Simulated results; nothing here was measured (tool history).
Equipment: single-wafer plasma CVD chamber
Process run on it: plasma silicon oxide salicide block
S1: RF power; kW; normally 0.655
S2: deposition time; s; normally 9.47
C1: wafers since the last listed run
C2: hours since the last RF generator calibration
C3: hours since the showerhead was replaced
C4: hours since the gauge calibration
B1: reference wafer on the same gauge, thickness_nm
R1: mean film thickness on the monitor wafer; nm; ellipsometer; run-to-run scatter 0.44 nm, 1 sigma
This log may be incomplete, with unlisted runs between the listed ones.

| run | hour | S1 | S2 | C1 | C2 | C3 | C4 | B1 | R1 |
|---|---|---|---|---|---|---|---|---|---|
| 1 | 0 | 0.6 | 9.47 | 0 | 491 | 3409.1 | 400.1 | 106.729 | 88.58 |
| 2 | 36.1 | 0.655 | 9.47 | 1009 | 527.1 | 3445.2 | 436.2 | 106.597 | 90.333 |
| 3 | 105.3 | 0.655 | 9.47 | 1934 | 596.3 | 3514.4 | 505.4 | 106.613 | 91.014 |
| 4 | 189.1 | 0.585 | 9.47 | 2342 | 680.1 | 3598.2 | 589.2 | 106.764 | 87.986 |
| 5 | 290.3 | 0.655 | 8.62 | 2828 | 781.3 | 3699.4 | 690.4 | 106.678 | 82.142 |
| 6 | 354.3 | 0.655 | 8.62 | 1788 | 845.3 | 3763.4 | 754.4 | 106.698 | 82.734 |
| 7 | 445.2 | 0.655 | 9.47 | 2540 | 936.2 | 3854.3 | 845.3 | 106.805 | 90.571 |
| 8 | 538.4 | 0.655 | 9.47 | 2605 | 1029.4 | 3947.5 | 938.5 | 106.541 | 89.895 |
| 9 | 604.2 | 0.655 | 9.47 | 1839 | 1095.2 | 4013.3 | 1004.3 | 106.852 | 90.284 |
| 10 | 672.3 | 0.655 | 9.47 | 1903 | 1163.3 | 4081.4 | 1072.4 | 106.725 | 89.652 |
| 11 | 753 | 0.695 | 9.47 | 2255 | 1244 | 4162.1 | 1153.1 | 106.774 | 92.241 |
| 12 | 827 | 0.695 | 9.47 | 2068 | 1318 | 4236.1 | 1227.1 | 106.789 | 92.123 |
| 13 | 886.4 | 0.695 | 9.47 | 1660 | 1377.4 | 4295.5 | 1286.5 | 106.575 | 91.683 |
|  | 980.8 | RF generator calibrated |
| 14 | 1065.6 | 0.655 | 9.47 | 4785 | 84.8 | 4474.7 | 1465.7 | 106.601 | 91.519 |
| 15 | 1326.1 | 0.655 | 9.47 | 7281 | 345.3 | 4735.2 | 1726.2 | 106.848 | 90.539 |
|  | 1356.3 | showerhead replaced |
| 16 | 1390.7 | 0.7 | 8.68 | 1582 | 409.9 | 34.4 | 1790.8 | 106.858 | 85.269 |
| 17 | 1479.4 | 0.655 | 9.47 | 2479 | 498.6 | 123.1 | 1879.5 | 106.722 | 90.659 |
| 18 | 1566.3 | 0.655 | 9.47 | 2429 | 585.5 | 210 | 1966.4 | 106.776 | 90.488 |
| 19 | 1639.4 | 0.655 | 9.47 | 2043 | 658.6 | 283.1 | 2039.5 | 106.623 | 90.692 |
| 20 | 1705.8 | 0.655 | 9.47 | 1856 | 725 | 349.5 | 2105.9 | 106.85 | 91.03 |
| 21 | 1745.7 | 0.535 | 10.31 | 1115 | 764.9 | 389.4 | 2145.8 | 106.641 | 93.06 |
| 22 | 1796.2 | 0.655 | 9.47 | 1411 | 815.4 | 439.9 | 2196.3 | 106.73 | 89.863 |
| 23 | 1901.1 | 0.655 | 9.47 | 2932 | 920.3 | 544.8 | 2301.2 | 106.558 | 90.413 |
| 24 | 1942.1 | 0.655 | 9.47 | 1146 | 961.3 | 585.8 | 2342.2 | 106.679 | 89.931 |
| 25 | 2040.8 | 0.655 | 10.28 | 2758 | 1060 | 684.5 | 2440.9 | 106.658 | 97.668 |
| 26 | 2091.8 | 0.655 | 9.47 | 1425 | 1111 | 735.5 | 2491.9 | 106.69 | 89.466 |
| 27 | 2161 | 0.77 | 8.52 | 1934 | 1180.2 | 804.7 | 2561.1 | 106.596 | 84.559 |
| 28 | 2213.7 | 0.655 | 7.98 | 1473 | 1232.9 | 857.4 | 2613.8 | 106.736 | 75.329 |
| 29 | 2252.5 | 0.735 | 11.31 | 1084 | 1271.7 | 896.2 | 2652.6 | 106.631 | 111.135 |
| 30 | 2354.9 | 0.59 | 11.27 | 2862 | 1374.1 | 998.6 | 2755 | 106.695 | 103.359 |
|  | 2398.7 | gauge calibrated |
| 31 | 2402.3 | 0.72 | 11.22 | 1324 | 1421.5 | 1046 | 3.6 | 106.71 | 108.71 |
| 32 | 2460 | 0.785 | 10.42 | 1612 | 1479.2 | 1103.7 | 61.3 | 106.874 | 103.65 |
| 33 | 2540.5 | 0.58 | 9.47 | 2250 | 1559.7 | 1184.2 | 141.8 | 106.75 | 86.377 |
|  | 2561.1 | RF generator calibrated |
| 34 | 2647.5 | 0.6 | 11.19 | 2767 | 86.4 | 1291.2 | 248.8 | 106.734 | 105.338 |
| 35 | 2723.2 | 0.695 | 10.21 | 2116 | 162.1 | 1366.9 | 324.5 | 106.57 | 100.785 |
| 36 | 2772.2 | 0.56 | 9.47 | 1369 | 211.1 | 1415.9 | 373.5 | 106.804 | 87.066 |
| 37 | 2808.8 | 0.78 | 9.47 | 1023 | 247.7 | 1452.5 | 410.1 | 106.732 | 96.227 |
| 38 | 2857.2 | 0.7 | 7.86 | 1352 | 296.1 | 1500.9 | 458.5 | 106.739 | 76.787 |
| 39 | 2900 | 0.7 | 11.15 | 1196 | 338.9 | 1543.7 | 501.3 | 106.828 | 108.968 |
| 40 | 2980.6 | 0.615 | 8 | 2252 | 419.5 | 1624.3 | 581.9 | 106.692 | 74.745 |
| 41 | 3061.5 | 0.7 | 8.89 | 2261 | 500.4 | 1705.2 | 662.8 | 106.777 | 87.247 |
| 42 | 3132.1 | 0.7 | 8.78 | 1973 | 571 | 1775.8 | 733.4 | 106.545 | 85.508 |
| 43 | 3186 | 0.735 | 8 | 1506 | 624.9 | 1829.7 | 787.3 | 106.734 | 79.078 |

State the hidden condition of the tool at each of the runs:
gauge reads high (%): 0 on each run
H1: delivered RF power above the setpoint (%)
| run | H1 |
|---|---|
| 1 | -2.96 |
| 2 | -3.17 |
| 3 | -3.57 |
| 4 | -4.05 |
| 5 | -4.64 |
| 6 | -5.01 |
| 7 | -5.54 |
| 8 | -6.08 |
| 9 | -6.46 |
| 10 | -6.85 |
| 11 | -7.32 |
| 12 | -7.75 |
| 13 | -8.1 |
| 14 | -1.43 |
| 15 | -2.94 |
| 16 | -3.31 |
| 17 | -3.83 |
| 18 | -4.33 |
| 19 | -4.76 |
| 20 | -5.14 |
| 21 | -5.37 |
| 22 | -5.66 |
| 23 | -6.27 |
| 24 | -6.51 |
| 25 | -7.08 |
| 26 | -7.38 |
| 27 | -7.78 |
| 28 | -8.08 |
| 29 | -8.31 |
| 30 | -8.9 |
| 31 | -9.18 |
| 32 | -9.51 |
| 33 | -9.98 |
| 34 | -1.12 |
| 35 | -1.56 |
| 36 | -1.84 |
| 37 | -2.05 |
| 38 | -2.34 |
| 39 | -2.58 |
| 40 | -3.05 |
| 41 | -3.52 |
| 42 | -3.93 |
| 43 | -4.24 |
